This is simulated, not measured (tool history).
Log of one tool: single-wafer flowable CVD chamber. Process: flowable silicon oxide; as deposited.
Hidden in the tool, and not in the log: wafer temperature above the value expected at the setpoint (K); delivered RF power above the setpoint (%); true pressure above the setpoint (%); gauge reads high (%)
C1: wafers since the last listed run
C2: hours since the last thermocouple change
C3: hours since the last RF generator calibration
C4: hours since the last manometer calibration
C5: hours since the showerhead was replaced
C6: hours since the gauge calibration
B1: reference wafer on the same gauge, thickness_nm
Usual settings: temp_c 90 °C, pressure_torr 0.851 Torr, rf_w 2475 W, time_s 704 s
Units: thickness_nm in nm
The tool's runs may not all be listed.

Run 1, hour 0.0: usual settings but rf_w 2810 W; C1 0; C2 1920.7; C3 2024.6; C4 2083.7; C5 6067.0; C6 270.5; B1 695.610. Result: thickness_nm 751.743 nm.
Run 2, hour 19.7: usual settings; C1 66; C2 1940.4; C3 2044.3; C4 2103.4; C5 6086.7; C6 290.2; B1 696.613. Result: thickness_nm 739.442 nm.
Run 3, hour 52.4: usual settings but time_s 796 s; C1 109; C2 1973.1; C3 2077.0; C4 2136.1; C5 6119.4; C6 322.9; B1 695.553. Result: thickness_nm 834.383 nm.
Run 4, hour 81.0: usual settings but time_s 796 s; C1 95; C2 2001.7; C3 2105.6; C4 2164.7; C5 6148.0; C6 351.5; B1 695.703. Result: thickness_nm 838.653 nm.
Run 5, hour 97.4: usual settings but time_s 796 s; C1 55; C2 2018.1; C3 2122.0; C4 2181.1; C5 6164.4; C6 367.9; B1 696.354. Result: thickness_nm 846.716 nm.
Run 6, hour 127.7: usual settings; C1 101; C2 2048.4; C3 2152.3; C4 2211.4; C5 6194.7; C6 398.2; B1 696.375. Result: thickness_nm 737.893 nm.
Run 7, hour 146.3: usual settings; C1 62; C2 2067.0; C3 2170.9; C4 2230.0; C5 6213.3; C6 416.8; B1 695.727. Result: thickness_nm 741.260 nm.
Run 8, hour 164.4: usual settings; C1 60; C2 2085.1; C3 2189.0; C4 2248.1; C5 6231.4; C6 434.9; B1 695.891. Result: thickness_nm 740.280 nm.
Run 9, hour 252.1: usual settings; C1 294; C2 2172.8; C3 2276.7; C4 2335.8; C5 6319.1; C6 522.6; B1 695.796. Result: thickness_nm 749.989 nm.
Run 10, hour 269.8: usual settings but pressure_torr 0.723 Torr, rf_w 2165 W; C1 59; C2 2190.5; C3 2294.4; C4 2353.5; C5 6336.8; C6 540.3; B1 695.641. Result: thickness_nm 637.082 nm.
Run 11, hour 292.8: usual settings but pressure_torr 0.723 Torr, rf_w 2165 W; C1 77; C2 2213.5; C3 2317.4; C4 2376.5; C5 6359.8; C6 563.3; B1 695.612. Result: thickness_nm 642.480 nm.
Run 12, hour 321.3: usual settings but rf_w 2085 W; C1 95; C2 2242.0; C3 2345.9; C4 2405.0; C5 6388.3; C6 591.8; B1 695.911. Result: thickness_nm 731.216 nm.
Run 13, hour 339.1: usual settings but temp_c 82 °C, pressure_torr 0.712 Torr, rf_w 2955 W, time_s 793 s; C1 59; C2 2259.8; C3 2363.7; C4 2422.8; C5 6406.1; C6 609.6; B1 695.865. Result: thickness_nm 903.962 nm.
Run 14, hour 372.2: usual settings but temp_c 95 °C, pressure_torr 1.034 Torr, time_s 604 s; C1 111; C2 2292.9; C3 2396.8; C4 2455.9; C5 6439.2; C6 642.7; B1 695.858. Result: thickness_nm 647.885 nm.
At hour 386.0: capacitance manometer re-zeroed and calibrated.
At hour 422.9: thermocouple changed; heater temperature recalibrated.
Run 15, hour 440.9: usual settings but temp_c 102 °C, rf_w 2295 W; C1 176; C2 18.0; C3 2465.5; C4 54.9; C5 6507.9; C6 711.4; B1 696.198. Result: thickness_nm 535.374 nm.
At hour 452.4: RF generator calibrated.
Run 16, hour 468.9: usual settings; C1 67; C2 46.0; C3 16.5; C4 82.9; C5 6535.9; C6 739.4; B1 696.637. Result: thickness_nm 765.340 nm.
At hour 488.2: showerhead replaced.
Run 17, hour 503.5: usual settings; C1 89; C2 80.6; C3 51.1; C4 117.5; C5 15.3; C6 774.0; B1 696.135. Result: thickness_nm 764.314 nm.
At hour 513.8: gauge calibrated.
Run 18, hour 528.6: usual settings but rf_w 2805 W, time_s 828 s; C1 84; C2 105.7; C3 76.2; C4 142.6; C5 40.4; C6 14.8; B1 696.102. Result: thickness_nm 915.078 nm.
At hour 563.4: capacitance manometer re-zeroed and calibrated, repeated, since the last time left the tool worse.
Run 19, hour 563.9: usual settings; C1 91; C2 141.0; C3 111.5; C4 0.5; C5 75.7; C6 50.1; B1 696.282. Result: thickness_nm 702.666 nm.
Run 20, hour 589.7: usual settings but temp_c 101 °C, pressure_torr 0.790 Torr, rf_w 2870 W, time_s 631 s; C1 86; C2 166.8; C3 137.3; C4 26.3; C5 101.5; C6 75.9; B1 696.570. Result: thickness_nm 433.622 nm.
Run 21, hour 693.2: usual settings; C1 347; C2 270.3; C3 240.8; C4 129.8; C5 205.0; C6 179.4; B1 696.487. Result: thickness_nm 714.117 nm.
Run 22, hour 745.8: usual settings but temp_c 97 °C, pressure_torr 0.702 Torr, time_s 771 s; C1 176; C2 322.9; C3 293.4; C4 182.4; C5 257.6; C6 232.0; B1 696.492. Result: thickness_nm 539.458 nm.
Run 23, hour 769.9: usual settings but temp_c 79 °C, rf_w 2325 W; C1 80; C2 347.0; C3 317.5; C4 206.5; C5 281.7; C6 256.1; B1 695.935. Result: thickness_nm 950.116 nm.

Forecast each of these 5 alternatives for the next run:
Run A, hour 770.5: usual settings but rf_w 2330 W; C1 2; C2 347.6; C3 318.1; C4 207.1; C5 282.3; C6 256.7; B1 ?. Result: thickness_nm ?.
Run B, hour 770.5: usual settings but temp_c 77 °C, pressure_torr 0.756 Torr, rf_w 2205 W, time_s 807 s; C1 2; C2 347.6; C3 318.1; C4 207.1; C5 282.3; C6 256.7; B1 ?. Result: thickness_nm ?.
Run C, hour 770.5: usual settings but rf_w 2825 W, time_s 743 s; C1 2; C2 347.6; C3 318.1; C4 207.1; C5 282.3; C6 256.7; B1 ?. Result: thickness_nm ?.
Run D, hour 770.5: usual settings but temp_c 83 °C, pressure_torr 0.999 Torr, time_s 650 s; C1 2; C2 347.6; C3 318.1; C4 207.1; C5 282.3; C6 256.7; B1 ?. Result: thickness_nm ?.
Run E, hour 770.5: usual settings but temp_c 103 °C, pressure_torr 1.009 Torr; C1 2; C2 347.6; C3 318.1; C4 207.1; C5 282.3; C6 256.7; B1 ?. Result: thickness_nm ?.

run       B1  thickness_nm
  A  695.396       711.054
  B  695.396      1026.732
  C  695.396       763.657
  D  695.396       908.023
  E  695.396       564.871
Without the tool's hidden state the same runs would have given:
run  thickness_nm
  A       706.316
  B      1019.687
  C       758.570
  D       902.262
  E       561.288

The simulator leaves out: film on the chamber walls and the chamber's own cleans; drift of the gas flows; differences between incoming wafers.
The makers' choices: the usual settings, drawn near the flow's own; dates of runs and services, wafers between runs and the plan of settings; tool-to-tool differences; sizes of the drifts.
